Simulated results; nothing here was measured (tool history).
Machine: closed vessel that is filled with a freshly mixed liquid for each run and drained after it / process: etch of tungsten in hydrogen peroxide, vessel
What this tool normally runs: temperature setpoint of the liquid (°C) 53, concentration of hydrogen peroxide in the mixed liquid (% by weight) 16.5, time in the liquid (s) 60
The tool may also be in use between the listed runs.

| run | day | temperature setpoint of the liquid (°C) | concentration of hydrogen peroxide in the mixed liquid (% by weight) | time in the liquid (s) | read-back film thickness of the tungsten reference wafer, read on the same gauge (nm) | thickness taken off the tungsten on a monitor wafer (Å) |
|---|---|---|---|---|---|---|
| 1 | 0 | 53 | 16.5 | 60 | 60.02 | 1854.2 |
| 2 | 0.362 | 53 | 16.5 | 60 | 60 | 1850.7 |
| 3 | 0.821 | 53 | 16.5 | 60 | 59.98 | 1857.9 |
| 4 | 1.254 | 53 | 16.5 | 60 | 60 | 1863.8 |
| 5 | 1.775 | 53 | 16.5 | 60 | 60.01 | 1859 |
| 6 | 2.279 | 53 | 16.5 | 60 | 60 | 1852.9 |
|  | 2.542 | new drum of peroxide connected |
| 7 | 2.562 | 53 | 16.5 | 60 | 59.99 | 1922.6 |
| 8 | 3.038 | 61 | 15 | 40 | 59.99 | 1936 |
| 9 | 3.588 | 49.5 | 16.5 | 70 | 60 | 1812.5 |
|  | 3.692 | thermometer replaced |
| 10 | 3.929 | 53 | 16.5 | 60 | 60.02 | 1687.5 |
| 11 | 4.633 | 44.5 | 15 | 50 | 59.98 | 797.6 |
|  | 4.688 | gauge calibrated |
| 12 | 5.171 | 53 | 16.5 | 60 | 60 | 1693.6 |
|  | 5.321 | peroxide flow meter replaced |
| 13 | 5.762 | 53 | 16.5 | 30 | 60 | 845.7 |
| 14 | 6.6 | 45 | 19.5 | 60 | 60.03 | 1127.6 |
| 15 | 7.162 | 53 | 16.5 | 60 | 59.98 | 1698.8 |

Forecast each of these 3 alternatives for the next run:
| A | 7.192 | 53 | 16.5 | 60 | ? | ? |
| B | 7.192 | 50 | 12.5 | 60 | ? | ? |
| C | 7.192 | 48 | 20.5 | 60 | ? | ? |

| run | read-back film thickness of the tungsten reference wafer, read on the same gauge (nm) | thickness taken off the tungsten on a monitor wafer (Å) |
|---|---|---|
| A | 60 | 1696.1 |
| B | 60 | 1231.3 |
| C | 60 | 1394.5 |
Without the tool's hidden state the same runs would have given:
| run | thickness taken off the tungsten on a monitor wafer (Å) |
|---|---|
| A | 1700 |
| B | 1233.8 |
| C | 1397.2 |
